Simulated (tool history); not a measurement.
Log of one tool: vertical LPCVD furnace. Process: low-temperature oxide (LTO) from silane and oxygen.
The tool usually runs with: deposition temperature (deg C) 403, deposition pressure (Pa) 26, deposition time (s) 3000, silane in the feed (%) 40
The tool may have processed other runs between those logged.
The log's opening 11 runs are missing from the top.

run      day  deposition temperature (deg C)  deposition pressure (Pa)  deposition time (s)  silane in the feed (%)  wafers since the last listed run  hours since the last temperature calibration  hours since the pressure gauge was zeroed  hours since the silane flow controller was replaced  hours since the gauge calibration  read-back reference wafer on the same gauge, thickness  film thickness on the monitor wafer in the middle of the boat (Å)
 12   36.704                             398                      31.3                 2490                      47                               838                                        3405.4                                        270                                               1553.2                             1890.6                                                   392.8                                                               4736
 13   40.971                             403                        26                 3000                      40                               832                                        3507.8                                      372.4                                               1655.6                               1993                                                  392.98                                                             4216.5
 14   45.088                             403                        26                 3930                      33                               803                                        3606.6                                      471.2                                               1754.4                             2091.8                                                  393.23                                                             4319.9
      47.825  -- gauge calibrated
 15   48.088                             403                      20.7                 3000                      40                               585                                        3678.6                                      543.2                                               1826.4                                6.3                                                  393.36                                                             3369.3
 16   52.058                             403                        26                 2520                      40                               774                                        3773.9                                      638.5                                               1921.7                              101.6                                                  393.32                                                             3544.5
 17   55.146                             397                      30.7                 2520                      34                               602                                          3848                                      712.6                                               1995.8                              175.7                                                  392.99                                                             3190.7
 18   57.679                             403                        26                 3000                      40                               494                                        3908.8                                      773.4                                               2056.6                              236.5                                                  393.11                                                               4205
 19   68.833                             403                        26                 3000                      40                              2176                                        4176.5                                     1041.1                                               2324.3                              504.2                                                  392.92                                                             4240.9
 20   70.817                             403                        22                 1860                      40                               386                                        4224.1                                     1088.7                                               2371.9                              551.8                                                  393.08                                                             2219.2
      72.579  -- silane flow controller replaced
 21   73.446                             408                        24                 3000                      40                               317                                        4287.2                                     1151.8                                                 20.8                              614.9                                                  392.89                                                             4147.7
 22   76.771                             403                        26                 3000                      40                               648                                          4367                                     1231.6                                                100.6                              694.7                                                  392.99                                                             4260.7
 23   78.462                             403                        26                 3000                      40                               330                                        4407.6                                     1272.2                                                141.2                              735.3                                                  393.04                                                             4236.1
 24   82.804                             396                        26                 3000                      40                               847                                        4511.8                                     1376.4                                                245.4                              839.5                                                  392.79                                                             3931.9
      84.621  -- thermocouples replaced and temperature profile calibrated
 25   91.196                             403                        26                 3000                      40                              1442                                         157.8                                     1577.8                                                446.8                             1040.9                                                  393.55                                                               4049
 26     95.4                             403                        26                 3000                      40                               820                                         258.7                                     1678.7                                                547.7                             1141.8                                                  393.24                                                             4083.6
 27   99.671                             403                        26                 3000                      40                               833                                         361.2                                     1781.2                                                650.2                             1244.3                                                  392.87                                                             4102.1
 28  108.371                             393                        26                 3990                      47                              1697                                           570                                       1990                                                  859                             1453.1                                                  393.25                                                             5851.9
 29  116.779                             413                        26                 3000                      35                              1640                                         771.8                                     2191.8                                               1060.8                             1654.9                                                  392.89                                                             3895.3
 30  118.446                             412                      22.7                 2520                      33                               325                                         811.8                                     2231.8                                               1100.8                             1694.9                                                  393.05                                                             2637.5

Consider 5 possible next runs. They are alternatives, not a sequence: every one starts from the tool as it was left by run 30. What does each give?
  A  118.679                             403                        26                 2610                      40                                45                                         817.4                                     2237.4                                               1106.4                             1700.5                                                       ?                                                                  ?
  B  118.679                             403                        26                 4110                      35                                45                                         817.4                                     2237.4                                               1106.4                             1700.5                                                       ?                                                                  ?
  C  118.679                             399                      22.7                 2130                      40                                45                                         817.4                                     2237.4                                               1106.4                             1700.5                                                       ?                                                                  ?
  D  118.679                             403                        22                 3000                      40                                45                                         817.4                                     2237.4                                               1106.4                             1700.5                                                       ?                                                                  ?
  E  118.679                             393                        32                 3600                      40                                45                                         817.4                                     2237.4                                               1106.4                             1700.5                                                       ?                                                                  ?

run  read-back reference wafer on the same gauge, thickness  film thickness on the monitor wafer in the middle of the boat (Å)
  A                                                  393.07                                                               3576
  B                                                  393.07                                                             4765.2
  C                                                  393.07                                                             2435.6
  D                                                  393.07                                                               3478
  E                                                  393.07                                                             5436.5
The same runs, with their run-to-run variation unchanged, on a tool lacking any hidden condition would have given:
run  film thickness on the monitor wafer in the middle of the boat (Å)
  A                                                             3501.5
  B                                                             4662.1
  C                                                             2384.1
  D                                                             3405.5
  E                                                             5318.8

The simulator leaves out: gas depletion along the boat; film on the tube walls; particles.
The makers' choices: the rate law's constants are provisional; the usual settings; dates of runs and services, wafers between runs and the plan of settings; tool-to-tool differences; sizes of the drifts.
